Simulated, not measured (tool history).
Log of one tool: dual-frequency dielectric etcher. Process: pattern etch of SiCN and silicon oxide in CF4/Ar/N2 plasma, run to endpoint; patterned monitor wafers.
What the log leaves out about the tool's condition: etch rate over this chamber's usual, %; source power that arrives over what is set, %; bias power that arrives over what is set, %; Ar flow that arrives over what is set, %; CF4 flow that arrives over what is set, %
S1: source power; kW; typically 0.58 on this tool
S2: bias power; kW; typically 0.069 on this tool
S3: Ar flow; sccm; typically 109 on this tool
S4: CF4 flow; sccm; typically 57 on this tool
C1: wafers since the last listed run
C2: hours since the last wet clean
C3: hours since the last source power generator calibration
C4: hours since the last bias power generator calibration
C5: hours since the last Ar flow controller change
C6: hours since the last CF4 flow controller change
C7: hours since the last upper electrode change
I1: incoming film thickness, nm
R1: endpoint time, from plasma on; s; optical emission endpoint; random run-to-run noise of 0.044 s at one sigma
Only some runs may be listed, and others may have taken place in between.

run 1 day=0 | S1=0.58 S2=0.069 S3=109 S4=57 | C1=0 C2=167.5 C3=3686.7 C4=3584 C5=1685.2 C6=3845 C7=3811.9 | I1=15.07 | R1=14.2
run 2 day=1.096 | S1=0.58 S2=0.069 S3=109 S4=57 | C1=373 C2=193.8 C3=3713 C4=3610.3 C5=1711.5 C6=3871.3 C7=3838.2 | I1=15 | R1=14.1
run 3 day=1.688 | S1=0.58 S2=0.069 S3=109 S4=57 | C1=201 C2=208 C3=3727.2 C4=3624.5 C5=1725.7 C6=3885.5 C7=3852.4 | I1=14.99 | R1=14.1
run 4 day=3.162 | S1=0.58 S2=0.069 S3=109 S4=57 | C1=502 C2=243.4 C3=3762.6 C4=3659.9 C5=1761.1 C6=3920.9 C7=3887.8 | I1=14.91 | R1=14.1
run 5 day=4.638 | S1=0.68 S2=0.059 S3=109 S4=57 | C1=502 C2=278.8 C3=3798 C4=3695.3 C5=1796.5 C6=3956.3 C7=3923.2 | I1=15.15 | R1=13.1
run 6 day=5.783 | S1=0.68 S2=0.059 S3=109 S4=57 | C1=390 C2=306.3 C3=3825.5 C4=3722.8 C5=1824 C6=3983.8 C7=3950.7 | I1=14.98 | R1=13
run 7 day=9.45 | S1=0.58 S2=0.069 S3=109 S4=57 | C1=1250 C2=394.3 C3=3913.5 C4=3810.8 C5=1912 C6=4071.8 C7=4038.7 | I1=14.97 | R1=14.2
-- day=12.9 Ar flow controller replaced
run 8 day=13.717 | S1=0.58 S2=0.069 S3=119 S4=57 | C1=1369 C2=496.7 C3=4015.9 C4=3913.2 C5=19.6 C6=4174.2 C7=4141.1 | I1=14.8 | R1=14.1
run 9 day=14.471 | S1=0.58 S2=0.069 S3=109 S4=57 | C1=257 C2=514.8 C3=4034 C4=3931.3 C5=37.7 C6=4192.3 C7=4159.2 | I1=15.1 | R1=14.3
-- day=15.717 wet clean of the chamber
-- day=17.379 upper electrode replaced
run 10 day=18.229 | S1=0.45 S2=0.052 S3=92 S4=53 | C1=599 C2=60.3 C3=4124.2 C4=4021.5 C5=127.9 C6=4282.5 C7=20.4 | I1=14.82 | R1=19.8
-- day=19.321 CF4 flow controller replaced
run 11 day=19.342 | S1=0.58 S2=0.069 S3=109 S4=57 | C1=294 C2=87 C3=4150.9 C4=4048.2 C5=154.6 C6=0.5 C7=47.1 | I1=14.93 | R1=14
run 12 day=23.633 | S1=0.58 S2=0.069 S3=109 S4=57 | C1=1463 C2=190 C3=4253.9 C4=4151.2 C5=257.6 C6=103.5 C7=150.1 | I1=15.13 | R1=14.2
run 13 day=24.242 | S1=0.58 S2=0.054 S3=121 S4=70 | C1=207 C2=204.6 C3=4268.5 C4=4165.8 C5=272.2 C6=118.1 C7=164.7 | I1=14.9 | R1=15.3
run 14 day=25.362 | S1=0.58 S2=0.069 S3=94 S4=57 | C1=382 C2=231.5 C3=4295.4 C4=4192.7 C5=299.1 C6=145 C7=191.6 | I1=15.23 | R1=14.1
-- day=25.838 bias power generator calibrated
-- day=25.892 source power generator calibrated
run 15 day=26.108 | S1=0.58 S2=0.063 S3=100 S4=57 | C1=178 C2=249.4 C3=5.2 C4=6.5 C5=317 C6=162.9 C7=209.5 | I1=14.95 | R1=15.3
run 16 day=26.758 | S1=0.58 S2=0.069 S3=109 S4=57 | C1=221 C2=265 C3=20.8 C4=22.1 C5=332.6 C6=178.5 C7=225.1 | I1=14.98 | R1=14.7
run 17 day=27.875 | S1=0.58 S2=0.069 S3=109 S4=57 | C1=380 C2=291.8 C3=47.6 C4=48.9 C5=359.4 C6=205.3 C7=251.9 | I1=14.75 | R1=14.6
run 18 day=28.958 | S1=0.58 S2=0.069 S3=109 S4=57 | C1=369 C2=317.8 C3=73.6 C4=74.9 C5=385.4 C6=231.3 C7=277.9 | I1=15.21 | R1=15.1
run 19 day=29.854 | S1=0.58 S2=0.079 S3=109 S4=68 | C1=305 C2=339.3 C3=95.1 C4=96.4 C5=406.9 C6=252.8 C7=299.4 | I1=14.93 | R1=13.6
run 20 day=30.725 | S1=0.58 S2=0.083 S3=109 S4=46 | C1=296 C2=360.2 C3=116 C4=117.3 C5=427.8 C6=273.7 C7=320.3 | I1=15.07 | R1=14.2
run 21 day=31.783 | S1=0.58 S2=0.069 S3=109 S4=57 | C1=360 C2=385.6 C3=141.4 C4=142.7 C5=453.2 C6=299.1 C7=345.7 | I1=14.96 | R1=14.8
run 22 day=32.988 | S1=0.58 S2=0.069 S3=109 S4=61 | C1=410 C2=414.5 C3=170.3 C4=171.6 C5=482.1 C6=328 C7=374.6 | I1=15 | R1=14.7
run 23 day=33.533 | S1=0.58 S2=0.069 S3=98 S4=57 | C1=186 C2=427.6 C3=183.4 C4=184.7 C5=495.2 C6=341.1 C7=387.7 | I1=15.07 | R1=14.7
run 24 day=34.704 | S1=0.58 S2=0.069 S3=91 S4=48 | C1=399 C2=455.7 C3=211.5 C4=212.8 C5=523.3 C6=369.2 C7=415.8 | I1=15.05 | R1=15

Difference, measured minus no-hidden-state, one row per run. Run-to-run variation is common to both terms; the gauge's own scatter need not be:
run=1 R1=-0.7
run=2 R1=-0.7
run=3 R1=-0.7
run=4 R1=-0.7
run=5 R1=-0.7
run=6 R1=-0.6
run=7 R1=-0.6
run=8 R1=-0.7
run=9 R1=-0.7
run=10 R1=-1.1
run=11 R1=-0.8
run=12 R1=-0.8
run=13 R1=-0.8
run=14 R1=-0.7
run=15 R1=+0.1
run=16 R1=+0
run=17 R1=+0
run=18 R1=+0
run=19 R1=+0
run=20 R1=+0
run=21 R1=+0
run=22 R1=+0
run=23 R1=+0
run=24 R1=+0.1
